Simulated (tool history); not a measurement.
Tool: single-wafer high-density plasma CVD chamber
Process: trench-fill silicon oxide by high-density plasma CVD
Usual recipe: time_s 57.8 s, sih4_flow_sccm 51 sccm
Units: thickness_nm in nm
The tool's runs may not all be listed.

run	hour	time_s	sih4_flow_sccm	wafers since the last listed run	hours since the silane flow controller was replaced	hours since the gauge calibration	read-back reference wafer on the same gauge, thickness_nm	thickness_nm
1	0.0	57.8	51	0	3153.8	264.2	271.192	275.614
2	16.1	57.8	51	153	3169.9	280.3	271.258	274.265
3	23.7	57.8	51	72	3177.5	287.9	271.024	275.140
4	38.0	49.4	51	136	3191.8	302.2	270.822	235.441
5	48.7	57.8	51	101	3202.5	312.9	271.107	273.845
6	61.6	57.8	51	122	3215.4	325.8	270.999	275.125
7	72.1	52.0	51	100	3225.9	336.3	270.995	247.907
8	85.7	52.0	51	129	3239.5	349.9	270.955	246.871
9	96.8	57.8	51	105	3250.6	361.0	270.990	273.889
10	102.9	57.8	51	58	3256.7	367.1	270.978	275.117
11	116.1	57.8	51	125	3269.9	380.3	271.024	275.694
# hour 157.5: silane flow controller replaced
12	158.0	57.8	51	323	0.5	422.2	270.808	273.976
13	162.4	57.8	51	41	4.9	426.6	271.065	274.808
14	177.8	57.8	51	146	20.3	442.0	270.995	274.796
15	188.9	57.8	51	105	31.4	453.1	271.080	274.693
16	206.7	57.8	51	169	49.2	470.9	271.007	276.803
17	215.3	57.8	59	81	57.8	479.5	271.264	309.085
18	232.9	50.1	51	167	75.4	497.1	270.852	238.351
19	247.3	50.1	51	137	89.8	511.5	270.838	238.411
20	264.5	57.8	51	163	107.0	528.7	271.092	276.056
21	273.4	68.8	46	84	115.9	537.6	270.943	301.698
22	285.5	57.8	51	115	128.0	549.7	270.982	275.671
23	295.8	67.7	60	98	138.3	560.0	270.904	369.604
24	306.1	67.7	54	98	148.6	570.3	270.916	337.978
# hour 323.7: gauge calibrated
25	330.3	64.3	47	230	172.8	6.6	270.952	286.411
26	345.6	49.3	41	145	188.1	21.9	270.984	197.701
27	360.4	47.6	58	141	202.9	36.7	271.058	250.670
28	366.5	62.7	45	58	209.0	42.8	271.172	270.501
29	375.7	57.8	51	87	218.2	52.0	271.001	276.215
30	387.4	52.9	44	111	229.9	63.7	271.056	224.199
31	396.3	65.9	47	84	238.8	72.6	270.970	293.540
32	406.7	50.1	51	99	249.2	83.0	271.115	238.110
33	413.6	49.7	60	65	256.1	89.9	271.034	270.684
34	419.9	67.9	51	60	262.4	96.2	271.184	323.639
35	428.8	48.5	51	84	271.3	105.1	270.836	230.128
36	445.1	57.8	46	155	287.6	121.4	271.120	253.328
37	451.1	67.9	59	57	293.6	127.4	270.960	363.192
38	463.4	48.2	44	117	305.9	139.7	270.716	204.532
39	470.2	52.6	45	64	312.7	146.5	271.092	225.616

For each run, what was the tool's unlogged condition?
delivered silane flow above the setpoint (%): 0 at every run
gauge reads high (%): 0 at every run
